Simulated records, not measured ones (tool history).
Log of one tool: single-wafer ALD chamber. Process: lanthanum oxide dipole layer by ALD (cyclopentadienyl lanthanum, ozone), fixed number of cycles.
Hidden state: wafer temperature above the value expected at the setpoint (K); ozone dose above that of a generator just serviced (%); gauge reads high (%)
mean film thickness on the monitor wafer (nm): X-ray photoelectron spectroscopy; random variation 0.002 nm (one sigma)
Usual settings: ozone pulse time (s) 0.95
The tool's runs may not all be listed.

run   hour  ozone pulse time (s)  wafers since the last listed run  hours since the last thermocouple change  hours since the last ozone generator service  hours since the showerhead was replaced  hours since the gauge calibration  read-back reference wafer on the same gauge, thickness_nm  mean film thickness on the monitor wafer (nm)
  1      0                  0.67                                 0                                      1703                                        1653.3                                   3353.5                              218.1                                                      0.543                                           0.37
  2     18                  0.95                               183                                      1721                                        1671.3                                   3371.5                              236.1                                                      0.543                                          0.465
  3   34.3                  0.95                               165                                    1737.3                                        1687.6                                   3387.8                              252.4                                                      0.544                                          0.463
  4   49.3                  1.23                               152                                    1752.3                                        1702.6                                   3402.8                              267.4                                                      0.544                                          0.508
  5   68.5                  1.23                               195                                    1771.5                                        1721.8                                     3422                              286.6                                                      0.544                                          0.506
  6     88                  1.23                               198                                      1791                                        1741.3                                   3441.5                              306.1                                                      0.545                                          0.511
  7  109.5                  0.95                               218                                    1812.5                                        1762.8                                     3463                              327.6                                                      0.545                                          0.466
  8  124.3                  0.95                               150                                    1827.3                                        1777.6                                   3477.8                              342.4                                                      0.546                                          0.467
  9  142.8                  0.95                               188                                    1845.8                                        1796.1                                   3496.3                              360.9                                                      0.546                                          0.468
 10  176.2                  0.95                               340                                    1879.2                                        1829.5                                   3529.7                              394.3                                                      0.547                                          0.469
 11  209.8                  0.95                               342                                    1912.8                                        1863.1                                   3563.3                              427.9                                                      0.548                                          0.469
 12  231.4                  0.95                               219                                    1934.4                                        1884.7                                   3584.9                              449.5                                                      0.548                                          0.472
 13  252.4                  0.95                               213                                    1955.4                                        1905.7                                   3605.9                              470.5                                                      0.548                                          0.465
 14  272.8                  0.95                               207                                    1975.8                                        1926.1                                   3626.3                              490.9                                                       0.55                                          0.469
 15  305.4                  0.95                               331                                    2008.4                                        1958.7                                   3658.9                              523.5                                                      0.551                                           0.47
 16  340.7                  1.04                               359                                    2043.7                                          1994                                   3694.2                              558.8                                                      0.551                                          0.485
 17  354.1                  1.08                               136                                    2057.1                                        2007.4                                   3707.6                              572.2                                                      0.551                                          0.497
     372.1  -- ozone generator serviced
     387.7  -- showerhead replaced
 18  388.2                  0.64                               184                                    2091.2                                          16.1                                      0.5                              606.3                                                      0.551                                          0.362
 19  431.9                  0.81                               444                                    2134.9                                          59.8                                     44.2                                650                                                      0.553                                           0.43
 20  459.1                   1.1                               276                                    2162.1                                            87                                     71.4                              677.2                                                      0.553                                          0.499
     482.9  -- gauge calibrated
 21  489.8                  1.12                               312                                    2192.8                                         117.7                                    102.1                                6.9                                                      0.541                                          0.492
     498.4  -- thermocouple changed; heater temperature recalibrated
 22  502.7                  0.72                                49                                       4.3                                         130.6                                      115                               19.8                                                      0.541                                          0.392
 23  518.5                  1.15                               160                                      20.1                                         146.4                                    130.8                               35.6                                                      0.541                                          0.498
 24    539                  0.95                               208                                      40.6                                         166.9                                    151.3                               56.1                                                      0.543                                          0.465
 25  551.6                  0.83                               128                                      53.2                                         179.5                                    163.9                               68.7                                                      0.544                                          0.435
 26  569.3                  0.71                               180                                      70.9                                         197.2                                    181.6                               86.4                                                      0.543                                          0.394
 27  596.2                  1.06                               273                                      97.8                                         224.1                                    208.5                              113.3                                                      0.544                                          0.485
 28  638.7                  0.59                               432                                     140.3                                         266.6                                      251                              155.8                                                      0.545                                           0.33
 29  671.6                  0.63                               334                                     173.2                                         299.5                                    283.9                              188.7                                                      0.546                                          0.353
 30  703.7                  1.12                               326                                     205.3                                         331.6                                      316                              220.8                                                      0.546                                          0.501
 31  729.8                  1.19                               265                                     231.4                                         357.7                                    342.1                              246.9                                                      0.546                                           0.51
 32  747.9                  1.32                               184                                     249.5                                         375.8                                    360.2                                265                                                      0.546                                          0.525
 33  773.6                  0.77                               261                                     275.2                                         401.5                                    385.9                              290.7                                                      0.548                                          0.417
 34  804.7                  0.95                               316                                     306.3                                         432.6                                      417                              321.8                                                      0.547                                           0.47

Some steps in mean film thickness on the monitor wafer (nm) between neighbouring runs. How much of each would the tool show without its hidden state too (settings, what came in, random variation), and how much is left for the hidden state, with any gauge scatter that isn't in both results?
Run 1 -> 2: ozone pulse time (s) 0.67 -> 0.95. mean film thickness on the monitor wafer (nm) +0.095: hidden state +0.002, all else +0.093.
Run 17 -> 18: ozone pulse time (s) 1.08 -> 0.64, ozone generator serviced, showerhead replaced. mean film thickness on the monitor wafer (nm) -0.135: hidden state -0.002, all else -0.133.
Run 20 -> 21: ozone pulse time (s) 1.1 -> 1.12, gauge calibrated. mean film thickness on the monitor wafer (nm) -0.007: hidden state -0.011, all else +0.004.
Run 27 -> 28: ozone pulse time (s) 1.06 -> 0.59. mean film thickness on the monitor wafer (nm) -0.155: hidden state -0.001, all else -0.154.
Run 29 -> 30: ozone pulse time (s) 0.63 -> 1.12. mean film thickness on the monitor wafer (nm) +0.148: hidden state +0.001, all else +0.147.
